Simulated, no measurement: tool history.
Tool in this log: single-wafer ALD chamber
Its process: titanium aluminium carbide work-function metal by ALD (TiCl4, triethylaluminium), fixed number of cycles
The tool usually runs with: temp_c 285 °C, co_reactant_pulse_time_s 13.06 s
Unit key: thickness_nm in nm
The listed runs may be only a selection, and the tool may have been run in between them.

run,hour,temp_c,co_reactant_pulse_time_s,"read-back reference wafer on the same gauge, thickness_nm",thickness_nm
1,0.0,285,13.06,2.170,2.014
2,68.6,285,13.06,2.170,2.005
3,126.4,274,13.06,2.169,1.920
4,163.1,285,13.06,2.169,1.995
5,197.9,285,13.06,2.172,1.993
6,233.0,285,13.06,2.171,1.994
7,263.6,285,13.06,2.168,2.000
8,318.1,285,13.06,2.168,2.005
9,344.5,285,13.06,2.169,1.999
10,384.2,285,13.06,2.172,1.996
11,413.2,285,13.06,2.169,1.990
12,438.6,285,14.35,2.169,2.008
13,509.7,285,14.35,2.171,2.009
14,539.6,292,9.71,2.169,2.011
15,577.0,285,13.06,2.171,1.991
16,639.5,293,8.50,2.170,1.999
17,670.4,275,10.02,2.171,1.889
18,874.1,273,13.06,2.174,1.887
# hour 897.4: showerhead replaced
19,940.8,285,13.06,2.168,1.979
# hour 967.0: triethylaluminium bottle replaced
20,1003.4,272,9.38,2.173,1.892
# hour 1016.8: gauge calibrated
21,1055.9,274,18.09,2.171,1.947
# hour 1122.7: thermocouple changed; heater temperature recalibrated
22,1148.7,289,8.08,2.170,1.998
23,1211.3,299,10.80,2.171,2.106
24,1276.2,289,16.26,2.168,2.057
25,1326.7,278,9.93,2.168,1.937
26,1419.9,293,7.89,2.169,2.033
27,1462.7,289,17.12,2.172,2.065

A few steps of thickness_nm between consecutive runs. Split each: what settings, incoming material and random variation would produce without the hidden state, and what is left over for the hidden state, along with gauge scatter present in only one of the two compared results (measured, and without hidden state):
What the log doesn't record here: wafer temperature above the value expected at the setpoint (K); triethylaluminium dose above that of a fresh bottle (%); gauge reads high (%).
Run 15 -> 16: temp_c 285 -> 293, co_reactant_pulse_time_s 13.06 -> 8.50. thickness_nm +0.008 nm: hidden state -0.027, all else +0.035.
Run 16 -> 17: temp_c 293 -> 275, co_reactant_pulse_time_s 8.50 -> 10.02. thickness_nm -0.110 nm: hidden state +0.011, all else -0.121.
Run 19 -> 20: temp_c 285 -> 272, co_reactant_pulse_time_s 13.06 -> 9.38, triethylaluminium bottle replaced. thickness_nm -0.087 nm: hidden state +0.037, all else -0.124.
Run 24 -> 25: temp_c 289 -> 278, co_reactant_pulse_time_s 16.26 -> 9.93. thickness_nm -0.120 nm: hidden state -0.004, all else -0.116.

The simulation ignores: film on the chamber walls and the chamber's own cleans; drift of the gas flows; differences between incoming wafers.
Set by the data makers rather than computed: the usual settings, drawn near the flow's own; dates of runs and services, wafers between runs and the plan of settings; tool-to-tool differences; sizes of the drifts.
